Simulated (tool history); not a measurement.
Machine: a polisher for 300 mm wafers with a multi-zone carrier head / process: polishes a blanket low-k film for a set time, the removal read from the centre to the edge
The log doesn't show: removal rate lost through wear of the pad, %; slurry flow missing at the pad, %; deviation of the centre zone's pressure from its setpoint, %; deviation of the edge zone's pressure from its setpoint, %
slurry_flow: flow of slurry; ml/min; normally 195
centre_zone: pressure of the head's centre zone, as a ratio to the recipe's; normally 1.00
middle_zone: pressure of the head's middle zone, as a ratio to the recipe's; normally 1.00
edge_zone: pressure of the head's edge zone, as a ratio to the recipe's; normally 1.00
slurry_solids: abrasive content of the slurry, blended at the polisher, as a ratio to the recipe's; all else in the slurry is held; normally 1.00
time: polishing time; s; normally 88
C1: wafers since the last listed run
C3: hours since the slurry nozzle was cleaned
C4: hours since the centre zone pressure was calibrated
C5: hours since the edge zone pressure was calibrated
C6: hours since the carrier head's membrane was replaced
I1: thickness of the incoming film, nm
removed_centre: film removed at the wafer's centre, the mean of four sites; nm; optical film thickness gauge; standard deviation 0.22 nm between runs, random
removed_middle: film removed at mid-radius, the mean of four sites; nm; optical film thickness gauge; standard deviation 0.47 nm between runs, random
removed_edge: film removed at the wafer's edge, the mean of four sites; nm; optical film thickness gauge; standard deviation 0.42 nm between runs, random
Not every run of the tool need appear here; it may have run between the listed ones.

{"run": 1, "day": 0.0, "slurry_flow": 170, "centre_zone": 1.0, "middle_zone": 1.0, "edge_zone": 1.0, "slurry_solids": 1.0, "time": 88, "C1": 0, "wafers polished on this pad": 2564, "C3": 427.2, "C4": 0.5, "C5": 423.9, "C6": 244.6, "I1": 773.2, "removed_centre": 34.2, "removed_middle": 33.4, "removed_edge": 35.2}
{"day": 0.417, "done": "slurry nozzle cleaned"}
{"run": 2, "day": 3.129, "slurry_flow": 195, "centre_zone": 1.0, "middle_zone": 1.0, "edge_zone": 1.0, "slurry_solids": 1.0, "time": 88, "C1": 567, "wafers polished on this pad": 3131, "C3": 65.1, "C4": 75.6, "C5": 499.0, "C6": 319.7, "I1": 786.4, "removed_centre": 37.1, "removed_middle": 35.6, "removed_edge": 36.6}
{"day": 3.454, "done": "edge zone pressure recalibrated"}
{"day": 4.738, "done": "worn pad replaced by a new one"}
{"run": 3, "day": 5.912, "slurry_flow": 195, "centre_zone": 1.0, "middle_zone": 1.0, "edge_zone": 1.0, "slurry_solids": 1.0, "time": 88, "C1": 465, "wafers polished on this pad": 215, "C3": 131.9, "C4": 142.4, "C5": 59.0, "C6": 386.5, "I1": 764.3, "removed_centre": 36.4, "removed_middle": 35.8, "removed_edge": 35.4}
{"run": 4, "day": 8.542, "slurry_flow": 195, "centre_zone": 0.94, "middle_zone": 1.0, "edge_zone": 1.0, "slurry_solids": 1.0, "time": 88, "C1": 482, "wafers polished on this pad": 698, "C3": 195.0, "C4": 205.5, "C5": 122.1, "C6": 449.6, "I1": 776.3, "removed_centre": 34.1, "removed_middle": 35.9, "removed_edge": 35.2}
{"run": 5, "day": 11.333, "slurry_flow": 195, "centre_zone": 0.94, "middle_zone": 1.0, "edge_zone": 1.0, "slurry_solids": 1.0, "time": 88, "C1": 512, "wafers polished on this pad": 1211, "C3": 262.0, "C4": 272.5, "C5": 189.1, "C6": 516.6, "I1": 776.1, "removed_centre": 35.0, "removed_middle": 35.8, "removed_edge": 36.3}
{"run": 6, "day": 14.55, "slurry_flow": 195, "centre_zone": 0.94, "middle_zone": 1.0, "edge_zone": 1.0, "slurry_solids": 1.0, "time": 88, "C1": 590, "wafers polished on this pad": 1802, "C3": 339.2, "C4": 349.7, "C5": 266.3, "C6": 593.8, "I1": 775.4, "removed_centre": 34.9, "removed_middle": 34.7, "removed_edge": 35.7}
{"run": 7, "day": 16.208, "slurry_flow": 230, "centre_zone": 1.0, "middle_zone": 1.0, "edge_zone": 1.0, "slurry_solids": 1.0, "time": 88, "C1": 304, "wafers polished on this pad": 2106, "C3": 379.0, "C4": 389.5, "C5": 306.1, "C6": 633.6, "I1": 765.9, "removed_centre": 37.9, "removed_middle": 34.7, "removed_edge": 36.1}
{"day": 18.662, "done": "slurry nozzle cleaned"}
{"run": 8, "day": 19.783, "slurry_flow": 195, "centre_zone": 0.94, "middle_zone": 1.0, "edge_zone": 1.0, "slurry_solids": 1.0, "time": 88, "C1": 648, "wafers polished on this pad": 2755, "C3": 26.9, "C4": 475.3, "C5": 391.9, "C6": 719.4, "I1": 772.5, "removed_centre": 36.8, "removed_middle": 35.7, "removed_edge": 36.6}
{"day": 20.625, "done": "centre zone pressure recalibrated"}
{"day": 21.575, "done": "worn pad replaced by a new one"}
{"run": 9, "day": 22.221, "slurry_flow": 195, "centre_zone": 1.0, "middle_zone": 1.0, "edge_zone": 1.0, "slurry_solids": 1.0, "time": 99, "C1": 401, "wafers polished on this pad": 118, "C3": 85.4, "C4": 38.3, "C5": 450.4, "C6": 777.9, "I1": 759.2, "removed_centre": 40.6, "removed_middle": 38.5, "removed_edge": 40.9}
{"day": 23.338, "done": "carrier head's membrane replaced by a new one"}
{"day": 23.408, "done": "edge zone pressure recalibrated"}
{"run": 10, "day": 25.858, "slurry_flow": 195, "centre_zone": 1.0, "middle_zone": 1.0, "edge_zone": 1.0, "slurry_solids": 1.0, "time": 88, "C1": 617, "wafers polished on this pad": 735, "C3": 172.7, "C4": 125.6, "C5": 58.8, "C6": 60.5, "I1": 761.6, "removed_centre": 36.2, "removed_middle": 35.7, "removed_edge": 35.3}
{"run": 11, "day": 27.862, "slurry_flow": 195, "centre_zone": 1.0, "middle_zone": 1.0, "edge_zone": 1.0, "slurry_solids": 1.0, "time": 88, "C1": 368, "wafers polished on this pad": 1103, "C3": 220.8, "C4": 173.7, "C5": 106.9, "C6": 108.6, "I1": 781.7, "removed_centre": 35.9, "removed_middle": 33.9, "removed_edge": 35.6}
{"run": 12, "day": 31.742, "slurry_flow": 195, "centre_zone": 1.12, "middle_zone": 1.1, "edge_zone": 1.0, "slurry_solids": 1.0, "time": 88, "C1": 712, "wafers polished on this pad": 1816, "C3": 313.9, "C4": 266.8, "C5": 200.0, "C6": 201.7, "I1": 754.1, "removed_centre": 40.4, "removed_middle": 36.7, "removed_edge": 35.9}
{"run": 13, "day": 36.196, "slurry_flow": 195, "centre_zone": 1.0, "middle_zone": 1.0, "edge_zone": 1.0, "slurry_solids": 1.0, "time": 88, "C1": 818, "wafers polished on this pad": 2634, "C3": 420.8, "C4": 373.7, "C5": 306.9, "C6": 308.6, "I1": 779.7, "removed_centre": 35.9, "removed_middle": 35.0, "removed_edge": 34.6}
{"day": 37.612, "done": "slurry nozzle cleaned"}
{"day": 38.667, "done": "centre zone pressure recalibrated"}
{"day": 40.112, "done": "worn pad replaced by a new one"}
{"run": 14, "day": 40.346, "slurry_flow": 195, "centre_zone": 1.0, "middle_zone": 1.0, "edge_zone": 1.0, "slurry_solids": 1.0, "time": 88, "C1": 708, "wafers polished on this pad": 43, "C3": 65.6, "C4": 40.3, "C5": 406.5, "C6": 408.2, "I1": 770.4, "removed_centre": 36.0, "removed_middle": 35.2, "removed_edge": 36.2}
{"run": 15, "day": 43.521, "slurry_flow": 195, "centre_zone": 1.0, "middle_zone": 1.0, "edge_zone": 1.05, "slurry_solids": 1.1, "time": 98, "C1": 583, "wafers polished on this pad": 626, "C3": 141.8, "C4": 116.5, "C5": 482.7, "C6": 484.4, "I1": 780.1, "removed_centre": 41.5, "removed_middle": 41.3, "removed_edge": 42.9}
{"day": 43.729, "done": "edge zone pressure recalibrated"}
{"run": 16, "day": 46.662, "slurry_flow": 195, "centre_zone": 1.0, "middle_zone": 1.0, "edge_zone": 1.08, "slurry_solids": 1.0, "time": 88, "C1": 561, "wafers polished on this pad": 1188, "C3": 217.2, "C4": 191.9, "C5": 70.4, "C6": 559.8, "I1": 778.7, "removed_centre": 35.8, "removed_middle": 35.2, "removed_edge": 36.5}
{"run": 17, "day": 50.5, "slurry_flow": 195, "centre_zone": 1.0, "middle_zone": 0.88, "edge_zone": 1.0, "slurry_solids": 1.0, "time": 67, "C1": 704, "wafers polished on this pad": 1892, "C3": 309.3, "C4": 284.0, "C5": 162.5, "C6": 651.9, "I1": 757.6, "removed_centre": 27.4, "removed_middle": 24.0, "removed_edge": 27.0}
{"run": 18, "day": 52.342, "slurry_flow": 130, "centre_zone": 1.0, "middle_zone": 1.03, "edge_zone": 1.0, "slurry_solids": 1.0, "time": 88, "C1": 338, "wafers polished on this pad": 2231, "C3": 353.5, "C4": 328.2, "C5": 206.7, "C6": 696.1, "I1": 763.2, "removed_centre": 34.2, "removed_middle": 33.7, "removed_edge": 34.1}
{"day": 55.396, "done": "slurry nozzle cleaned"}
{"run": 19, "day": 56.262, "slurry_flow": 195, "centre_zone": 0.94, "middle_zone": 1.0, "edge_zone": 1.0, "slurry_solids": 1.0, "time": 88, "C1": 712, "wafers polished on this pad": 2943, "C3": 20.8, "C4": 422.3, "C5": 300.8, "C6": 790.2, "I1": 776.3, "removed_centre": 35.1, "removed_middle": 35.4, "removed_edge": 35.5}
{"day": 56.512, "done": "centre zone pressure recalibrated"}
{"day": 57.025, "done": "worn pad replaced by a new one"}
{"run": 20, "day": 59.571, "slurry_flow": 195, "centre_zone": 1.0, "middle_zone": 1.0, "edge_zone": 1.0, "slurry_solids": 1.0, "time": 103, "C1": 561, "wafers polished on this pad": 467, "C3": 100.2, "C4": 73.4, "C5": 380.2, "C6": 869.6, "I1": 763.9, "removed_centre": 41.6, "removed_middle": 40.9, "removed_edge": 42.1}
{"day": 61.971, "done": "carrier head's membrane replaced by a new one"}
{"run": 21, "day": 63.479, "slurry_flow": 195, "centre_zone": 1.0, "middle_zone": 1.0, "edge_zone": 0.93, "slurry_solids": 1.0, "time": 112, "C1": 679, "wafers polished on this pad": 1147, "C3": 194.0, "C4": 167.2, "C5": 474.0, "C6": 36.2, "I1": 761.5, "removed_centre": 45.6, "removed_middle": 44.1, "removed_edge": 44.7}

4 options for the next run, each taken on its own from the tool as it stands now. Forecast them:
{"run": "A", "day": 63.5, "slurry_flow": 195, "centre_zone": 1.0, "middle_zone": 1.0, "edge_zone": 1.0, "slurry_solids": 1.0, "time": 88, "C1": 3, "wafers polished on this pad": 1150, "C3": 194.5, "C4": 167.7, "C5": 474.5, "C6": 36.7, "I1": 780.3, "removed_centre": "?", "removed_middle": "?", "removed_edge": "?"}
{"run": "B", "day": 63.5, "slurry_flow": 135, "centre_zone": 1.0, "middle_zone": 1.0, "edge_zone": 0.91, "slurry_solids": 0.85, "time": 88, "C1": 3, "wafers polished on this pad": 1150, "C3": 194.5, "C4": 167.7, "C5": 474.5, "C6": 36.7, "I1": 780.3, "removed_centre": "?", "removed_middle": "?", "removed_edge": "?"}
{"run": "C", "day": 63.5, "slurry_flow": 195, "centre_zone": 1.0, "middle_zone": 1.0, "edge_zone": 1.11, "slurry_solids": 1.0, "time": 88, "C1": 3, "wafers polished on this pad": 1150, "C3": 194.5, "C4": 167.7, "C5": 474.5, "C6": 36.7, "I1": 780.3, "removed_centre": "?", "removed_middle": "?", "removed_edge": "?"}
{"run": "D", "day": 63.5, "slurry_flow": 195, "centre_zone": 0.88, "middle_zone": 1.0, "edge_zone": 1.0, "slurry_solids": 1.0, "time": 88, "C1": 3, "wafers polished on this pad": 1150, "C3": 194.5, "C4": 167.7, "C5": 474.5, "C6": 36.7, "I1": 780.3, "removed_centre": "?", "removed_middle": "?", "removed_edge": "?"}

run=A removed_centre=35.2 removed_middle=34.9 removed_edge=35.7
run=B removed_centre=30.8 removed_middle=30.7 removed_edge=30.8
run=C removed_centre=35.2 removed_middle=34.9 removed_edge=36.9
run=D removed_centre=31.0 removed_middle=34.9 removed_edge=35.7
With the hidden condition removed and each run's random variation left untouched, the same runs would have given:
run=A removed_centre=35.7 removed_middle=35.4 removed_edge=36.1
run=B removed_centre=31.3 removed_middle=31.3 removed_edge=31.2
run=C removed_centre=35.7 removed_middle=35.4 removed_edge=37.3
run=D removed_centre=31.3 removed_middle=35.5 removed_edge=36.1

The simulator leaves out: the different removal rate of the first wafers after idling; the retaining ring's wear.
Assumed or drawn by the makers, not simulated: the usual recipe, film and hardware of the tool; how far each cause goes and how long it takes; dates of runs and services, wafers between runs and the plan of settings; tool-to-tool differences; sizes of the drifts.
